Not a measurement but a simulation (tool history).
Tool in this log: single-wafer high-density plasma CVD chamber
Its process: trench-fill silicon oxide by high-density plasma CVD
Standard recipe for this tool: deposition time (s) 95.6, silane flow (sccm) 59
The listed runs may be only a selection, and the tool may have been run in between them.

run	day	deposition time (s)	silane flow (sccm)	wafers since the last listed run	hours since the silane flow controller was replaced	hours since the gauge calibration	read-back reference wafer on the same gauge, thickness_nm	mean film thickness on the monitor wafer (nm)
1	0	95.6	59	0	1574.6	1345	490.059	579.246
2	3.696	95.6	59	1261	1663.3	1433.7	489.911	579.22
3	7.012	95.6	59	1132	1742.9	1513.3	490.408	578.091
# day 9.283: gauge calibrated
4	9.788	95.6	59	947	1809.5	12.1	489.643	578.584
5	11.771	95.6	59	676	1857.1	59.7	490.098	579.739
6	14.808	95.6	59	1036	1930	132.6	490.002	578.873
7	16.662	95.6	59	632	1974.5	177.1	489.95	579.522
8	21.029	95.6	59	1490	2079.3	281.9	489.878	578.727
9	23.258	95.6	59	760	2132.8	335.4	490.144	578.785
10	26.392	95.6	59	1069	2208	410.6	489.922	578.232
11	28.721	95.6	59	794	2263.9	466.5	489.945	581.91
12	32.729	95.6	62	1368	2360.1	562.7	489.958	606.968
13	35.762	95.6	62	1035	2432.9	635.5	489.978	609.166
14	39.088	95.6	62	1134	2512.7	715.3	489.709	606.545
15	40.767	95.6	59	573	2553	755.6	490.216	578.464
16	43.292	95.6	59	861	2613.6	816.2	489.924	579.516
17	46.904	95.6	59	1233	2700.3	902.9	489.978	576.459
18	49.579	95.6	59	913	2764.5	967.1	490.021	579.312
19	51.538	95.6	59	668	2811.5	1014.1	489.966	578.484
20	55.879	95.6	59	1481	2915.7	1118.3	489.825	579.846
21	60.133	95.6	59	1452	3017.8	1220.4	489.847	581.139
22	63.292	95.6	54	1077	3093.6	1296.2	489.843	530.669
23	65.096	106.4	59	615	3136.9	1339.5	490.25	643.756
24	67.017	85.3	55	655	3183	1385.6	490.239	482.11
25	68.567	84.9	70	529	3220.2	1422.8	489.897	607.063
26	71.6	95.6	59	1035	3293	1495.6	489.828	578.12
27	75.858	95.6	59	1453	3395.2	1597.8	489.829	578.173
28	78.479	95.6	59	894	3458.1	1660.7	490.206	578.576
# day 80.033: gauge calibrated
29	82.892	82.7	48	1506	3564	68.6	489.949	410.061
30	86.558	85.5	59	1251	3652	156.6	489.974	516.974
# day 87.608: silane flow controller replaced
31	90.558	95.6	59	1251	70.8	252.6	490.265	587.897
32	93.671	113.4	51	1062	145.5	327.3	489.836	604.766
33	96.746	95.6	59	1049	219.3	401.1	490.064	587.574
34	99.371	95.6	59	895	282.3	464.1	489.939	586.846
35	101.754	88.1	55	813	339.5	521.3	490.214	504.659
36	105.854	79.1	51	1399	437.9	619.7	490.16	420.216
37	109.379	84.1	66	1203	522.5	704.3	489.864	575.514
38	112.362	82.6	65	1018	594.1	775.9	489.905	558.197
39	115.938	95.6	48	1220	679.9	861.7	490.068	477.926
40	123.7	113	54	2649	866.2	1048	490.114	634.567
41	126.312	95.6	59	891	928.9	1110.7	489.874	584.193
42	130.312	95.6	59	1365	1024.9	1206.7	490.072	584.752
43	131.962	108.8	59	563	1064.5	1246.3	489.865	666.138
44	133.738	95.6	59	605	1107.1	1288.9	489.797	584.001

Run-by-run hidden state of the tool:
gauge reads high (%): 0 on each run
H1: delivered silane flow above the setpoint (%)
run	H1
1	-1.49
2	-1.53
3	-1.56
4	-1.58
5	-1.6
6	-1.62
7	-1.63
8	-1.66
9	-1.68
10	-1.7
11	-1.71
12	-1.73
13	-1.75
14	-1.77
15	-1.77
16	-1.79
17	-1.8
18	-1.81
19	-1.82
20	-1.84
21	-1.85
22	-1.86
23	-1.86
24	-1.87
25	-1.87
26	-1.88
27	-1.89
28	-1.9
29	-1.91
30	-1.92
31	-0.0397
32	-0.133
33	-0.22
34	-0.291
35	-0.352
36	-0.451
37	-0.531
38	-0.594
39	-0.666
40	-0.806
41	-0.849
42	-0.911
43	-0.935
44	-0.96
